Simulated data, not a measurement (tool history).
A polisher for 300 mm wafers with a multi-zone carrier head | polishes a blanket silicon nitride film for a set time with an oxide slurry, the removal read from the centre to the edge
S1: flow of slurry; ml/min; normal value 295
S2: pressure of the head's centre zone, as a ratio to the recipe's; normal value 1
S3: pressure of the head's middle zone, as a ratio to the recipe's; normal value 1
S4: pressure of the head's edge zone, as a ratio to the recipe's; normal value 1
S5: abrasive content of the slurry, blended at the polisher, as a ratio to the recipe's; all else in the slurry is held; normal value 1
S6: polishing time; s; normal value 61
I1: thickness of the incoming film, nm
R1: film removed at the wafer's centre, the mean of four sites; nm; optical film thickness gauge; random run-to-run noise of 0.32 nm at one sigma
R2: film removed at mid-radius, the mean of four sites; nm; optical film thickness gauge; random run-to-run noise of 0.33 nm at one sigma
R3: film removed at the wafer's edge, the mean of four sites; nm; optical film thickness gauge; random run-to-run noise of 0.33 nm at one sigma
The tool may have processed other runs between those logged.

{"run": 1, "day": 0.0, "S1": 295, "S2": 1, "S3": 1, "S4": 1, "S5": 1, "S6": 61, "I1": 539.4, "R1": 25.1, "R2": 24.3, "R3": 25.2}
{"day": 2.55, "done": "worn pad replaced by a new one"}
{"run": 2, "day": 2.692, "S1": 295, "S2": 1, "S3": 1, "S4": 1, "S5": 1, "S6": 61, "I1": 538.6, "R1": 25, "R2": 24.3, "R3": 25.2}
{"run": 3, "day": 3.788, "S1": 295, "S2": 1, "S3": 1, "S4": 1, "S5": 1, "S6": 61, "I1": 529.9, "R1": 25, "R2": 23.7, "R3": 25.4}
{"run": 4, "day": 6.425, "S1": 295, "S2": 1, "S3": 1, "S4": 1, "S5": 1, "S6": 61, "I1": 529.9, "R1": 24.8, "R2": 23.7, "R3": 24.9}
{"run": 5, "day": 8.217, "S1": 295, "S2": 1, "S3": 1, "S4": 1, "S5": 1, "S6": 61, "I1": 533.6, "R1": 24.7, "R2": 23.2, "R3": 24.5}
{"run": 6, "day": 9.371, "S1": 295, "S2": 1, "S3": 1, "S4": 1, "S5": 1, "S6": 61, "I1": 534.4, "R1": 24.1, "R2": 23.5, "R3": 24.8}
{"run": 7, "day": 11.55, "S1": 295, "S2": 1, "S3": 1.07, "S4": 0.94, "S5": 1, "S6": 61, "I1": 530.1, "R1": 24, "R2": 24.3, "R3": 23.4}
{"day": 12.421, "done": "worn pad replaced by a new one"}
{"run": 8, "day": 14.008, "S1": 295, "S2": 1, "S3": 1, "S4": 1, "S5": 1, "S6": 61, "I1": 536.1, "R1": 24, "R2": 23.4, "R3": 24.5}
{"run": 9, "day": 15.921, "S1": 295, "S2": 1, "S3": 1, "S4": 1, "S5": 1, "S6": 61, "I1": 530.8, "R1": 23.3, "R2": 23.4, "R3": 24.5}
{"run": 10, "day": 17.992, "S1": 200, "S2": 1, "S3": 1.05, "S4": 1, "S5": 1, "S6": 61, "I1": 539, "R1": 21.9, "R2": 22.3, "R3": 23}
{"day": 18.204, "done": "slurry nozzle cleaned"}
{"day": 19.3, "done": "carrier head's membrane replaced by a new one"}
{"run": 11, "day": 20.208, "S1": 200, "S2": 1, "S3": 1, "S4": 1, "S5": 1.2, "S6": 61, "I1": 523.9, "R1": 26.5, "R2": 25.6, "R3": 26.9}
{"day": 22.196, "done": "worn pad replaced by a new one"}
{"day": 22.258, "done": "edge zone pressure recalibrated"}
{"run": 12, "day": 22.296, "S1": 295, "S2": 1, "S3": 0.91, "S4": 1, "S5": 1, "S6": 61, "I1": 531.6, "R1": 25.1, "R2": 21.7, "R3": 25.2}
{"run": 13, "day": 24.746, "S1": 295, "S2": 0.95, "S3": 1, "S4": 1.04, "S5": 1, "S6": 53, "I1": 529.3, "R1": 20.4, "R2": 21.2, "R3": 21.4}
{"day": 25.892, "done": "centre zone pressure recalibrated"}
{"run": 14, "day": 27.079, "S1": 295, "S2": 1, "S3": 1, "S4": 1, "S5": 1, "S6": 61, "I1": 521.7, "R1": 25, "R2": 24.5, "R3": 25}
{"day": 31.504, "done": "worn pad replaced by a new one"}
{"run": 15, "day": 32.379, "S1": 295, "S2": 0.92, "S3": 1, "S4": 1, "S5": 0.8, "S6": 61, "I1": 524.4, "R1": 20, "R2": 21, "R3": 22}
{"run": 16, "day": 34.179, "S1": 385, "S2": 1.11, "S3": 1.07, "S4": 0.93, "S5": 1, "S6": 61, "I1": 524.9, "R1": 28.3, "R2": 25.7, "R3": 25}
{"run": 17, "day": 35.188, "S1": 265, "S2": 1, "S3": 1, "S4": 0.93, "S5": 1, "S6": 61, "I1": 527.6, "R1": 23.3, "R2": 23.5, "R3": 24.4}
{"run": 18, "day": 37.812, "S1": 295, "S2": 1, "S3": 1, "S4": 1, "S5": 1, "S6": 61, "I1": 536.1, "R1": 24.3, "R2": 23.6, "R3": 25}
{"day": 41.267, "done": "worn pad replaced by a new one"}
{"run": 19, "day": 46.604, "S1": 295, "S2": 1, "S3": 1, "S4": 1, "S5": 1, "S6": 61, "I1": 529.5, "R1": 23.6, "R2": 22.6, "R3": 24.5}

Predict each of these 5 candidate next runs independently; none follows another, all start after run 19:
{"run": "A", "day": 46.621, "S1": 295, "S2": 1, "S3": 1.07, "S4": 1, "S5": 1, "S6": 61, "I1": 529.5, "R1": "?", "R2": "?", "R3": "?"}
{"run": "B", "day": 46.621, "S1": 295, "S2": 1, "S3": 1, "S4": 1, "S5": 0.75, "S6": 61, "I1": 529.5, "R1": "?", "R2": "?", "R3": "?"}
{"run": "C", "day": 46.621, "S1": 250, "S2": 1.07, "S3": 1, "S4": 0.94, "S5": 1, "S6": 61, "I1": 529.5, "R1": "?", "R2": "?", "R3": "?"}
{"run": "D", "day": 46.621, "S1": 195, "S2": 1, "S3": 1, "S4": 1, "S5": 1, "S6": 61, "I1": 529.5, "R1": "?", "R2": "?", "R3": "?"}
{"run": "E", "day": 46.621, "S1": 295, "S2": 1, "S3": 1, "S4": 0.91, "S5": 1, "S6": 68, "I1": 529.5, "R1": "?", "R2": "?", "R3": "?"}

run=A R1=24.2 R2=24.1 R3=24.6
run=B R1=20.3 R2=19.1 R3=20.7
run=C R1=25.1 R2=22.1 R3=23.8
run=D R1=22.3 R2=21.2 R3=23.4
run=E R1=26.9 R2=25.3 R3=26.8
Had the tool no hidden state, the same runs would have come out as:
run=A R1=25.9 R2=25.6 R3=25.8
run=B R1=21.8 R2=20.4 R3=21.7
run=C R1=27.3 R2=23.8 R3=25.1
run=D R1=24.7 R2=23.2 R3=25
run=E R1=28.9 R2=27 R3=28.1

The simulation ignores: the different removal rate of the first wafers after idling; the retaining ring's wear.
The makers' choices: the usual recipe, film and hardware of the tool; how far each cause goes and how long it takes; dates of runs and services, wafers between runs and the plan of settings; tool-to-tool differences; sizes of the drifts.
